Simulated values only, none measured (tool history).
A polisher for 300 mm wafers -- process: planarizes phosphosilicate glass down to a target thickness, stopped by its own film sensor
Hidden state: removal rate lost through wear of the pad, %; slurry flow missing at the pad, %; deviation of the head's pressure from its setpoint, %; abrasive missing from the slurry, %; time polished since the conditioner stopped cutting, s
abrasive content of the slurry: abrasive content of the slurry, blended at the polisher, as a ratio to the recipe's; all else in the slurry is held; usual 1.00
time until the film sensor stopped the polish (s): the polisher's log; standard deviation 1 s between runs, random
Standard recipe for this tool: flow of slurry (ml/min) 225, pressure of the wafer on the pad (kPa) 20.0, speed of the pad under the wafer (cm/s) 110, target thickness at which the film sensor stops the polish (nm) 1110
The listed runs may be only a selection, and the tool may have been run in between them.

run     day  flow of slurry (ml/min)  pressure of the wafer on the pad (kPa)  speed of the pad under the wafer (cm/s)  abrasive content of the slurry  target thickness at which the film sensor stops the polish (nm)  wafers since the last listed run  wafers polished on this pad  hours since the slurry nozzle was cleaned  hours since the head pressure was calibrated  hours since the slurry blender was calibrated  hours since the conditioning disc was replaced  incoming thickness of the incoming film, nm  time until the film sensor stopped the polish (s)
  1   0.000                      225                                    20.0                                      100                            0.85                                                             1110                                 0                         1371                                       32.7                                         690.2                                          132.3                                            89.0                                       1753.3                                              122.3
      0.900  -- worn pad replaced by a new one
  2   0.921                      225                                    20.0                                      100                            0.85                                                             1110                               173                            5                                       54.8                                         712.3                                          154.4                                           111.1                                       1739.0                                              121.6
  3   1.421                      225                                    20.0                                      100                            0.85                                                             1110                               114                          120                                       66.8                                         724.3                                          166.4                                           123.1                                       1768.7                                              126.0
      1.508  -- slurry blender recalibrated
  4   2.029                      225                                    23.4                                      110                            1.00                                                             1110                               120                          240                                       81.4                                         738.9                                           12.5                                           137.7                                       1739.4                                               77.9
  5   3.362                      225                                    23.4                                      110                            1.00                                                             1110                               306                          547                                      113.4                                         770.9                                           44.5                                           169.7                                       1760.0                                               86.5
  6   4.288                      225                                    20.0                                      110                            1.00                                                             1110                               212                          760                                      135.6                                         793.1                                           66.7                                           191.9                                       1756.4                                              101.2
      5.333  -- conditioning disc replaced and pad reconditioned
  7   5.433                      180                                    16.5                                       92                            1.00                                                              959                               244                         1004                                      163.1                                         820.6                                           94.2                                             2.4                                       1764.0                                              165.7
      5.812  -- head pressure recalibrated
  8   6.821                      225                                    20.0                                      110                            1.00                                                              912                               299                         1304                                      196.4                                          24.2                                          127.5                                            35.7                                       1777.6                                              132.3
  9   7.775                      295                                    20.0                                      110                            1.00                                                             1110                               219                         1523                                      219.3                                          47.1                                          150.4                                            58.6                                       1756.2                                               93.1
      8.321  -- slurry blender recalibrated
 10   9.154                      280                                    20.0                                      110                            0.75                                                             1288                               298                         1822                                      252.4                                          80.2                                           20.0                                            91.7                                       1744.4                                               71.7
      9.696  -- worn pad replaced by a new one
 11  10.271                      200                                    20.0                                       74                            1.00                                                              963                               218                          132                                      279.2                                         107.0                                           46.8                                           118.5                                       1713.8                                              135.5
 12  11.500                      200                                    20.0                                      130                            1.00                                                             1254                               282                          415                                      308.7                                         136.5                                           76.3                                           148.0                                       1737.9                                               63.9
     12.212  -- conditioning disc replaced and pad reconditioned
 13  12.233                      225                                    20.0                                       74                            1.00                                                             1110                               149                          564                                      326.3                                         154.1                                           93.9                                             0.5                                       1745.3                                              115.3
 14  13.367                      225                                    20.0                                      110                            1.00                                                             1110                               260                          825                                      353.5                                         181.3                                          121.1                                            27.7                                       1733.3                                               92.6
     13.958  -- slurry nozzle cleaned
 15  14.392                      225                                    20.0                                      110                            1.00                                                             1110                               226                         1051                                       10.4                                         205.9                                          145.7                                            52.3                                       1768.9                                              102.1
 16  15.558                      150                                    17.9                                      110                            1.00                                                             1110                               268                         1319                                       38.4                                         233.9                                          173.7                                            80.3                                       1739.4                                              109.3
     15.721  -- slurry blender recalibrated
 17  16.246                      225                                    20.0                                      110                            1.00                                                             1110                               138                         1458                                       54.9                                         250.4                                           12.6                                            96.8                                       1764.4                                               91.5
     17.542  -- worn pad replaced by a new one
 18  17.562                      225                                    20.0                                      110                            1.15                                                              904                               264                            4                                       86.5                                         282.0                                           44.2                                           128.4                                       1763.0                                              114.6
 19  18.450                      225                                    20.0                                      110                            1.00                                                             1110                               204                          208                                      107.8                                         303.3                                           65.5                                           149.7                                       1729.6                                               93.5
     19.508  -- conditioning disc replaced and pad reconditioned
 20  21.971                      225                                    17.2                                      110                            1.00                                                             1110                               790                          999                                      192.3                                         387.8                                          150.0                                            59.1                                       1776.8                                              116.1
     22.542  -- slurry blender recalibrated
 21  22.562                      225                                    24.1                                      140                            0.70                                                             1110                               116                         1116                                      206.5                                         402.0                                            0.5                                            73.3                                       1729.4                                               77.9
 22  23.621                      275                                    20.0                                      110                            1.10                                                             1110                               243                         1359                                      231.9                                         427.4                                           25.9                                            98.7                                       1768.8                                               85.5
 23  24.662                      200                                    16.5                                       98                            0.85                                                             1110                               239                         1599                                      256.9                                         452.4                                           50.9                                           123.7                                       1752.0                                              128.7
     24.904  -- worn pad replaced by a new one
 24  25.758                      225                                    20.0                                       84                            1.00                                                              889                               213                          196                                      283.2                                         478.7                                           77.2                                           150.0                                       1777.4                                              153.7

5 ways to go on from here, each from the tool as it stands after run 24. What would each give?
  A  25.775                      225                                    20.0                                      110                            1.00                                                             1110                                 3                          200                                      283.6                                         479.1                                           77.6                                           150.4                                       1762.5                                                  ?
  B  25.775                      255                                    14.5                                      110                            1.00                                                             1110                                 3                          200                                      283.6                                         479.1                                           77.6                                           150.4                                       1762.5                                                  ?
  C  25.775                      225                                    26.2                                       78                            1.00                                                             1110                                 3                          200                                      283.6                                         479.1                                           77.6                                           150.4                                       1762.5                                                  ?
  D  25.775                      225                                    16.5                                      110                            0.90                                                             1110                                 3                          200                                      283.6                                         479.1                                           77.6                                           150.4                                       1762.5                                                  ?
  E  25.775                      270                                    20.0                                      110                            1.00                                                             1110                                 3                          200                                      283.6                                         479.1                                           77.6                                           150.4                                       1762.5                                                  ?

run  time until the film sensor stopped the polish (s)
  A                                               97.0
  B                                              121.3
  C                                               93.6
  D                                              118.7
  E                                               94.9
With no hidden state in the tool, these same runs would have given:
run  time until the film sensor stopped the polish (s)
  A                                               84.1
  B                                              105.1
  C                                               81.1
  D                                              102.2
  E                                               82.3

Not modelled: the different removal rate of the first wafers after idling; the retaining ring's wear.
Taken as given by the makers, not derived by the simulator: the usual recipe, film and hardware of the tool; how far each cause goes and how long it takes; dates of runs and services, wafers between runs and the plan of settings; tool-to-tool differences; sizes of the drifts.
